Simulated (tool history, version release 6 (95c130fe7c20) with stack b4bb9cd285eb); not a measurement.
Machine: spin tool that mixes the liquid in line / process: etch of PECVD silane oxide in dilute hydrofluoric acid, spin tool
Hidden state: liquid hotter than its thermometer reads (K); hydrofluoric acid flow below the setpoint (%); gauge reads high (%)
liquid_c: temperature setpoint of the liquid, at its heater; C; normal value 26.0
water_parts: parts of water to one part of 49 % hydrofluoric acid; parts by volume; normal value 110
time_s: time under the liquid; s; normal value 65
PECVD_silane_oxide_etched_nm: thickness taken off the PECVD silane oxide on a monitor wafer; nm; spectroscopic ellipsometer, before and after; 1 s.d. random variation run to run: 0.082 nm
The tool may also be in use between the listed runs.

run,day,liquid_c,water_parts,time_s,wafers since the last listed run,hours since the thermometer was replaced,hours since the hydrofluoric acid flow meter was replaced,hours since the gauge calibration,"read-back film thickness of the PECVD silane oxide reference wafer, read on the same gauge (nm)",PECVD_silane_oxide_etched_nm
1,0.000,26.0,75,65,0,1544.8,925.6,438.5,139.99,16.78
2,1.358,26.0,75,65,419,1577.4,958.2,471.1,139.97,16.70
# day 2.242: gauge calibrated
3,2.600,26.0,75,65,383,1607.2,988.0,8.6,140.01,16.54
4,4.725,26.0,100,65,657,1658.2,1039.0,59.6,140.02,12.01
5,6.875,26.0,125,90,664,1709.8,1090.6,111.2,140.03,12.75
6,9.304,26.0,110,65,751,1768.1,1148.9,169.5,140.04,10.62
7,10.400,26.0,110,65,338,1794.4,1175.2,195.8,140.02,10.44
# day 11.817: hydrofluoric acid flow meter replaced
8,12.946,26.0,110,65,774,1855.5,27.1,256.9,139.99,11.48
# day 13.029: thermometer replaced
9,14.758,26.0,110,65,547,41.5,70.6,300.4,140.01,11.50
10,15.858,26.0,110,65,340,67.9,97.0,326.8,139.98,11.44
11,18.533,26.0,145,65,827,132.1,161.2,391.0,139.99,8.28
12,20.800,24.0,125,40,700,186.5,215.6,445.4,140.05,5.64
# day 22.008: gauge calibrated
13,23.542,21.5,95,65,847,252.3,281.4,36.8,139.99,11.21
14,24.958,26.0,110,65,438,286.3,315.4,70.8,139.96,11.34
15,26.779,28.5,125,65,562,330.0,359.1,114.5,140.02,10.69
16,28.588,26.0,60,35,559,373.4,402.5,157.9,139.99,11.80
17,31.250,30.0,65,25,823,437.3,466.4,221.8,139.99,9.01
18,32.500,30.5,155,50,386,467.3,496.4,251.8,140.03,6.76
19,35.325,27.5,110,30,873,535.1,564.2,319.6,140.02,5.40

Some steps in PECVD_silane_oxide_etched_nm between neighbouring runs. How much of each would the tool show without its hidden state too (settings, what came in, random variation), and how much is left for the hidden state, with any gauge scatter that isn't in both results?
Run 7 -> 8: hydrofluoric acid flow meter replaced. PECVD_silane_oxide_etched_nm +1.04 nm: hidden state +1.04, all else +0.00.
Run 12 -> 13: liquid_c 24.0 -> 21.5, water_parts 125 -> 95, time_s 40 -> 65, gauge calibrated. PECVD_silane_oxide_etched_nm +5.57 nm: hidden state -0.37, all else +5.94.
